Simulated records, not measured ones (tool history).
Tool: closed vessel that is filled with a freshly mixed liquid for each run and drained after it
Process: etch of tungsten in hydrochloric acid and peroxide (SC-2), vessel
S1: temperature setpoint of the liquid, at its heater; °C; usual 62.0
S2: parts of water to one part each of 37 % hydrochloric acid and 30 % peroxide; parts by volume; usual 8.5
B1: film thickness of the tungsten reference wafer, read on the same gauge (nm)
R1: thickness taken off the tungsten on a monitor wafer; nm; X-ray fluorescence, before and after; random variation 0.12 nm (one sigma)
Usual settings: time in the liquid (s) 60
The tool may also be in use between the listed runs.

run 1 hour=0.0 | S1=58.0 S2=8.5 time_in_the_liquid_(s)=35 | B1=120.03 | R1=11.28
run 2 hour=11.6 | S1=58.0 S2=8.5 time_in_the_liquid_(s)=35 | B1=119.99 | R1=11.16
run 3 hour=25.4 | S1=58.0 S2=8.5 time_in_the_liquid_(s)=35 | B1=120.02 | R1=11.20
run 4 hour=39.8 | S1=62.0 S2=8.5 time_in_the_liquid_(s)=60 | B1=120.00 | R1=24.58
run 5 hour=56.2 | S1=62.0 S2=8.5 time_in_the_liquid_(s)=60 | B1=120.01 | R1=24.76
run 6 hour=70.1 | S1=62.0 S2=8.5 time_in_the_liquid_(s)=60 | B1=119.96 | R1=24.61
run 7 hour=81.6 | S1=52.0 S2=8.5 time_in_the_liquid_(s)=70 | B1=120.00 | R1=15.12
run 8 hour=90.5 | S1=62.0 S2=8.5 time_in_the_liquid_(s)=60 | B1=120.02 | R1=24.49
run 9 hour=102.6 | S1=62.0 S2=8.5 time_in_the_liquid_(s)=30 | B1=120.01 | R1=12.23
run 10 hour=114.4 | S1=68.5 S2=5.0 time_in_the_liquid_(s)=60 | B1=120.00 | R1=54.91
run 11 hour=131.3 | S1=62.0 S2=7.5 time_in_the_liquid_(s)=60 | B1=119.97 | R1=26.73
run 12 hour=138.3 | S1=65.5 S2=8.5 time_in_the_liquid_(s)=85 | B1=120.04 | R1=42.48
run 13 hour=183.2 | S1=65.5 S2=6.0 time_in_the_liquid_(s)=60 | B1=120.00 | R1=39.44
-- hour=191.3 gauge calibrated
run 14 hour=197.7 | S1=62.0 S2=10.5 time_in_the_liquid_(s)=85 | B1=120.00 | R1=28.50

Forecast run 15:
run 15 hour=206.4 | S1=57.0 S2=5.0 time_in_the_liquid_(s)=40 | B1=? | R1=?

Run 15 gave B1 119.94, R1 17.71 nm.
Without the tool's hidden state the same run would have given R1 19.92 nm.
